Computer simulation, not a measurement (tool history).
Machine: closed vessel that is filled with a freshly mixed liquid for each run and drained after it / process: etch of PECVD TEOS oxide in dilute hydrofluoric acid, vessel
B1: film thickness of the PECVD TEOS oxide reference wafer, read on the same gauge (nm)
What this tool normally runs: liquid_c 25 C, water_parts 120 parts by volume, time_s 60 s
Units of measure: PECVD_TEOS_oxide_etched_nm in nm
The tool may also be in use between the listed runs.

Run 1, hour 0: usual settings but water_parts 100 parts by volume; B1 39.98. Result: PECVD_TEOS_oxide_etched_nm 6.7 nm.
Run 2, hour 11.9: usual settings but water_parts 75 parts by volume; B1 40. Result: PECVD_TEOS_oxide_etched_nm 9.27 nm.
Run 3, hour 29: usual settings but water_parts 75 parts by volume; B1 40. Result: PECVD_TEOS_oxide_etched_nm 9.26 nm.
Run 4, hour 39.2: usual settings; B1 39.98. Result: PECVD_TEOS_oxide_etched_nm 5.45 nm.
Run 5, hour 49.9: usual settings; B1 40. Result: PECVD_TEOS_oxide_etched_nm 5.43 nm.
Run 6, hour 58.3: usual settings but water_parts 80 parts by volume; B1 39.99. Result: PECVD_TEOS_oxide_etched_nm 8.56 nm.
Run 7, hour 73.6: usual settings but water_parts 80 parts by volume; B1 39.99. Result: PECVD_TEOS_oxide_etched_nm 8.57 nm.
Run 8, hour 86.7: usual settings but water_parts 80 parts by volume; B1 39.95. Result: PECVD_TEOS_oxide_etched_nm 8.51 nm.
Run 9, hour 93.2: usual settings; B1 40.01. Result: PECVD_TEOS_oxide_etched_nm 5.43 nm.
Run 10, hour 110.8: usual settings; B1 40. Result: PECVD_TEOS_oxide_etched_nm 5.41 nm.
Run 11, hour 117.6: usual settings but time_s 50 s; B1 40.03. Result: PECVD_TEOS_oxide_etched_nm 4.49 nm.
At hour 125.5: thermometer replaced.
Run 12, hour 129.1: usual settings but time_s 50 s; B1 40.03. Result: PECVD_TEOS_oxide_etched_nm 5.09 nm.
Run 13, hour 138.2: usual settings but time_s 50 s; B1 39.99. Result: PECVD_TEOS_oxide_etched_nm 5.03 nm.
Run 14, hour 145.8: usual settings but water_parts 160 parts by volume; B1 40. Result: PECVD_TEOS_oxide_etched_nm 4.28 nm.
Run 15, hour 155.6: usual settings but water_parts 160 parts by volume; B1 40.04. Result: PECVD_TEOS_oxide_etched_nm 4.29 nm.
At hour 166: hydrofluoric acid flow meter replaced.
Run 16, hour 167.4: usual settings but water_parts 160 parts by volume; B1 40.01. Result: PECVD_TEOS_oxide_etched_nm 4.96 nm.
Run 17, hour 178.1: usual settings but water_parts 95 parts by volume, time_s 75 s; B1 40.02. Result: PECVD_TEOS_oxide_etched_nm 11.19 nm.
Run 18, hour 185.8: usual settings but time_s 35 s; B1 39.95. Result: PECVD_TEOS_oxide_etched_nm 4.03 nm.
Run 19, hour 199.6: usual settings but liquid_c 22 C, water_parts 170 parts by volume; B1 40.04. Result: PECVD_TEOS_oxide_etched_nm 4.1 nm.
Run 20, hour 211.6: usual settings but liquid_c 21 C; B1 40. Result: PECVD_TEOS_oxide_etched_nm 5.86 nm.
Run 21, hour 227.3: usual settings but time_s 40 s; B1 39.99. Result: PECVD_TEOS_oxide_etched_nm 4.53 nm.
Run 22, hour 242.5: usual settings; B1 40.04. Result: PECVD_TEOS_oxide_etched_nm 6.85 nm.
Run 23, hour 254.2: usual settings but liquid_c 29 C, water_parts 85 parts by volume, time_s 45 s; B1 40.02. Result: PECVD_TEOS_oxide_etched_nm 8.82 nm.
Run 24, hour 268.9: usual settings but liquid_c 22 C, water_parts 85 parts by volume, time_s 30 s; B1 40. Result: PECVD_TEOS_oxide_etched_nm 4.44 nm.
Run 25, hour 282.3: usual settings but liquid_c 29 C, water_parts 105 parts by volume, time_s 30 s; B1 40. Result: PECVD_TEOS_oxide_etched_nm 4.63 nm.
Run 26, hour 290.5: usual settings but water_parts 165 parts by volume, time_s 70 s; B1 39.98. Result: PECVD_TEOS_oxide_etched_nm 5.45 nm.
At hour 293.1: gauge calibrated.
Run 27, hour 308: usual settings; B1 40.02. Result: PECVD_TEOS_oxide_etched_nm 6.76 nm.
Run 28, hour 324: usual settings but liquid_c 20.5 C, time_s 45 s; B1 40.02. Result: PECVD_TEOS_oxide_etched_nm 4.24 nm.
Run 29, hour 341.6: usual settings but liquid_c 29 C, water_parts 170 parts by volume, time_s 35 s; B1 39.99. Result: PECVD_TEOS_oxide_etched_nm 3.02 nm.
Run 30, hour 355.8: usual settings but liquid_c 27.5 C, water_parts 75 parts by volume, time_s 90 s; B1 39.99. Result: PECVD_TEOS_oxide_etched_nm 18.94 nm.
Run 31, hour 372.9: usual settings; B1 40.02. Result: PECVD_TEOS_oxide_etched_nm 6.68 nm.
Run 32, hour 380.6: usual settings; B1 40.02. Result: PECVD_TEOS_oxide_etched_nm 6.72 nm.
Run 33, hour 415.4: usual settings but liquid_c 29.5 C, water_parts 135 parts by volume, time_s 40 s; B1 40. Result: PECVD_TEOS_oxide_etched_nm 4.61 nm.

Results for each run, recomputed without the tool's hidden state and with each run's random variation untouched:
Unlogged tool condition in this case: liquid colder than its thermometer reads (K); hydrofluoric acid flow below the setpoint (%); gauge reads high (%).
run  PECVD_TEOS_oxide_etched_nm
  1                         8.5
  2                       11.76
  3                       11.78
  4                        6.95
  5                        6.94
  6                       10.93
  7                       10.98
  8                       10.91
  9                        6.98
 10                        6.97
 11                        5.79
 12                        5.83
 13                        5.77
 14                        4.94
 15                        4.95
 16                           5
 17                       11.29
 18                        4.06
 19                        4.14
 20                        5.93
 21                         4.6
 22                        6.97
 23                        8.99
 24                        4.54
 25                        4.74
 26                        5.59
 27                        6.94
 28                        4.37
 29                        3.12
 30                       19.56
 31                        6.92
 32                        6.97
 33                         4.8

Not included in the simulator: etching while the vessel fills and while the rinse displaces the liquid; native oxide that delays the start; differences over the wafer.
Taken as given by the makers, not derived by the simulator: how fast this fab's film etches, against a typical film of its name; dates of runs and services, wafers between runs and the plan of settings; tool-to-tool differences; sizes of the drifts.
